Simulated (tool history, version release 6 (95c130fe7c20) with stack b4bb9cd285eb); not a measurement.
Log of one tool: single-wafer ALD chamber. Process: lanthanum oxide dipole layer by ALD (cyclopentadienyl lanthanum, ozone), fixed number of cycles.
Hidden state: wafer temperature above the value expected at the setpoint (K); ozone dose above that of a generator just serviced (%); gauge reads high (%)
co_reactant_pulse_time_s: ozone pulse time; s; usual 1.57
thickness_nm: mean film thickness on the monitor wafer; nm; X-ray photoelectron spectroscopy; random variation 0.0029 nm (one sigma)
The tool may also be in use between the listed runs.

| run | day | co_reactant_pulse_time_s | wafers since the last listed run | hours since the last thermocouple change | hours since the last ozone generator service | hours since the showerhead was replaced | hours since the gauge calibration | read-back reference wafer on the same gauge, thickness_nm | thickness_nm |
|---|---|---|---|---|---|---|---|---|---|
| 1 | 0.000 | 1.57 | 0 | 447.0 | 951.4 | 2966.7 | 523.4 | 0.606 | 0.557 |
| 2 | 2.742 | 1.57 | 1223 | 512.8 | 1017.2 | 3032.5 | 589.2 | 0.606 | 0.566 |
| 3 | 3.917 | 1.24 | 524 | 541.0 | 1045.4 | 3060.7 | 617.4 | 0.606 | 0.519 |
| 4 | 5.083 | 1.24 | 520 | 569.0 | 1073.4 | 3088.7 | 645.4 | 0.606 | 0.515 |
| 5 | 7.138 | 1.24 | 916 | 618.3 | 1122.7 | 3138.0 | 694.7 | 0.605 | 0.512 |
| 6 | 9.854 | 1.70 | 1212 | 683.5 | 1187.9 | 3203.2 | 759.9 | 0.607 | 0.568 |
| 7 | 11.046 | 1.57 | 531 | 712.1 | 1216.5 | 3231.8 | 788.5 | 0.605 | 0.556 |
| 8 | 12.233 | 1.57 | 530 | 740.6 | 1245.0 | 3260.3 | 817.0 | 0.606 | 0.554 |
| 9 | 14.392 | 1.57 | 963 | 792.4 | 1296.8 | 3312.1 | 868.8 | 0.606 | 0.551 |
| 10 | 15.925 | 1.43 | 684 | 829.2 | 1333.6 | 3348.9 | 905.6 | 0.606 | 0.533 |
| 11 | 17.021 | 1.43 | 489 | 855.5 | 1359.9 | 3375.2 | 931.9 | 0.607 | 0.535 |
|  | 17.900 | gauge calibrated |
| 12 | 18.158 | 1.57 | 507 | 882.8 | 1387.2 | 3402.5 | 6.2 | 0.605 | 0.544 |
| 13 | 20.933 | 1.57 | 1238 | 949.4 | 1453.8 | 3469.1 | 72.8 | 0.607 | 0.539 |
|  | 23.712 | ozone generator serviced |
| 14 | 23.921 | 1.89 | 1184 | 1021.1 | 5.0 | 3540.8 | 144.5 | 0.605 | 0.524 |
| 15 | 25.442 | 1.34 | 678 | 1057.6 | 41.5 | 3577.3 | 181.0 | 0.606 | 0.451 |
| 16 | 26.750 | 1.94 | 583 | 1089.0 | 72.9 | 3608.7 | 212.4 | 0.606 | 0.530 |
|  | 28.067 | thermocouple changed; heater temperature recalibrated |
|  | 28.588 | showerhead replaced |
| 17 | 29.608 | 1.74 | 978 | 37.0 | 141.5 | 24.5 | 281.0 | 0.606 | 0.505 |
| 18 | 31.700 | 1.15 | 933 | 87.2 | 191.7 | 74.7 | 331.2 | 0.606 | 0.404 |
|  | 33.312 | ozone generator serviced, repeated, since the last time left the tool worse |
| 19 | 33.633 | 1.57 | 714 | 133.6 | 7.7 | 121.1 | 377.6 | 0.607 | 0.572 |
| 20 | 35.958 | 1.33 | 1037 | 189.4 | 63.5 | 176.9 | 433.4 | 0.606 | 0.552 |
| 21 | 37.112 | 0.95 | 515 | 217.1 | 91.2 | 204.6 | 461.1 | 0.606 | 0.477 |
| 22 | 40.029 | 1.24 | 1301 | 287.1 | 161.2 | 274.6 | 531.1 | 0.606 | 0.540 |

Forecast each of these 5 alternatives for the next run:
| A | 40.046 | 1.57 | 7 | 287.5 | 161.6 | 275.0 | 531.5 | ? | ? |
| B | 40.046 | 2.03 | 7 | 287.5 | 161.6 | 275.0 | 531.5 | ? | ? |
| C | 40.046 | 1.35 | 7 | 287.5 | 161.6 | 275.0 | 531.5 | ? | ? |
| D | 40.046 | 1.14 | 7 | 287.5 | 161.6 | 275.0 | 531.5 | ? | ? |
| E | 40.046 | 0.99 | 7 | 287.5 | 161.6 | 275.0 | 531.5 | ? | ? |

| run | read-back reference wafer on the same gauge, thickness_nm | thickness_nm |
|---|---|---|
| A | 0.605 | 0.576 |
| B | 0.605 | 0.595 |
| C | 0.605 | 0.556 |
| D | 0.605 | 0.524 |
| E | 0.605 | 0.489 |
Without the tool's hidden state the same runs would have given:
| run | thickness_nm |
|---|---|
| A | 0.578 |
| B | 0.596 |
| C | 0.559 |
| D | 0.528 |
| E | 0.494 |

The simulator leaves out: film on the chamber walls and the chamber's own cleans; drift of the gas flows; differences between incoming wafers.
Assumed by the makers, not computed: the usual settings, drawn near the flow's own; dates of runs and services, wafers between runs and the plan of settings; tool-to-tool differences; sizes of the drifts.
